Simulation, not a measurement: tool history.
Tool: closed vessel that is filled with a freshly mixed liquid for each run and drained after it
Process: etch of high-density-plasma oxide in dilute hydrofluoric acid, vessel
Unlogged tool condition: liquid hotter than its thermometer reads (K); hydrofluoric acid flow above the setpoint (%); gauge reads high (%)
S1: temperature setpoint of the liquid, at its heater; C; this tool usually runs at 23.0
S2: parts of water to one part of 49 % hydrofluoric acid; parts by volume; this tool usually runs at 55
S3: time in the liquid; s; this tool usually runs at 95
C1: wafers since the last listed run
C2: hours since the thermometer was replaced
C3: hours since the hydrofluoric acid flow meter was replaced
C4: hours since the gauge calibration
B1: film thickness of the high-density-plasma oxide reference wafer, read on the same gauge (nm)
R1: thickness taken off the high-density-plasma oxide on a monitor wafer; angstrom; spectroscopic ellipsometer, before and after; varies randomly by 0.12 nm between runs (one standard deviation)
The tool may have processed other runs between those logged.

run	hour	S1	S2	S3	C1	C2	C3	C4	B1	R1
1	0.0	23.0	55	95	0	532.3	201.3	132.0	79.96	124.1
2	48.7	23.0	55	95	6003	581.0	250.0	180.7	80.01	127.9
# hour 55.1: thermometer replaced
3	89.4	23.0	55	95	4894	34.3	290.7	221.4	79.98	125.5
4	144.3	23.0	55	65	6768	89.2	345.6	276.3	80.00	88.3
5	174.2	23.0	55	65	3686	119.1	375.5	306.2	79.98	86.2
6	221.4	23.0	55	95	5818	166.3	422.7	353.4	79.97	127.5
7	292.3	23.0	55	95	8740	237.2	493.6	424.3	79.96	126.7
# hour 329.2: hydrofluoric acid flow meter replaced
8	330.0	23.0	55	95	4524	274.9	0.8	462.0	80.00	126.5
9	385.0	23.0	55	95	6780	329.9	55.8	517.0	79.97	128.1
10	438.6	23.0	55	95	6607	383.5	109.4	570.6	80.00	127.1
11	492.8	23.0	55	135	6681	437.7	163.6	624.8	80.00	177.5
# hour 522.0: gauge calibrated
# hour 529.0: thermometer replaced
12	542.5	23.0	55	135	6003	13.5	213.3	20.5	79.99	180.1
13	608.3	23.0	55	95	8111	79.3	279.1	86.3	80.01	126.3
14	647.9	23.0	55	95	4881	118.9	318.7	125.9	80.02	125.7
15	686.5	23.0	55	95	4758	157.5	357.3	164.5	79.99	125.9
16	728.8	23.0	55	95	5214	199.8	399.6	206.8	80.01	127.4
17	804.4	23.0	55	135	9319	275.4	475.2	282.4	79.99	182.3
# hour 805.5: hydrofluoric acid flow meter replaced
18	854.9	25.5	30	95	6102	325.9	49.4	332.9	80.00	264.1
19	898.5	20.5	55	120	5374	369.5	93.0	376.5	80.00	144.1
20	966.5	28.0	80	150	8382	437.5	161.0	444.5	80.02	163.7
21	998.5	19.0	45	65	3944	469.5	193.0	476.5	79.96	91.7
# hour 1021.3: thermometer replaced
# hour 1060.4: gauge calibrated
22	1069.9	20.0	55	150	8678	48.6	264.4	9.5	80.00	179.2
23	1137.0	23.0	30	95	8272	115.7	331.5	76.6	80.00	239.7
24	1186.0	18.0	75	145	6040	164.7	380.5	125.6	79.99	112.6

Entry by entry between the runs, the difference in hidden state between the last listed run before and the first listed run after:
Runs 2 to 3: thermometer replaced (hour 55.1)
  nothing in the hidden state changes from one run to the other
Runs 7 to 8: hydrofluoric acid flow meter replaced (hour 329.2)
  nothing in the hidden state changes from one run to the other
Runs 11 to 12: gauge calibrated (hour 522.0); thermometer replaced (hour 529.0)
  nothing in the hidden state changes from one run to the other
Runs 17 to 18: hydrofluoric acid flow meter replaced (hour 805.5)
  nothing in the hidden state changes from one run to the other
Runs 21 to 22: thermometer replaced (hour 1021.3); gauge calibrated (hour 1060.4)
  nothing in the hidden state changes from one run to the other

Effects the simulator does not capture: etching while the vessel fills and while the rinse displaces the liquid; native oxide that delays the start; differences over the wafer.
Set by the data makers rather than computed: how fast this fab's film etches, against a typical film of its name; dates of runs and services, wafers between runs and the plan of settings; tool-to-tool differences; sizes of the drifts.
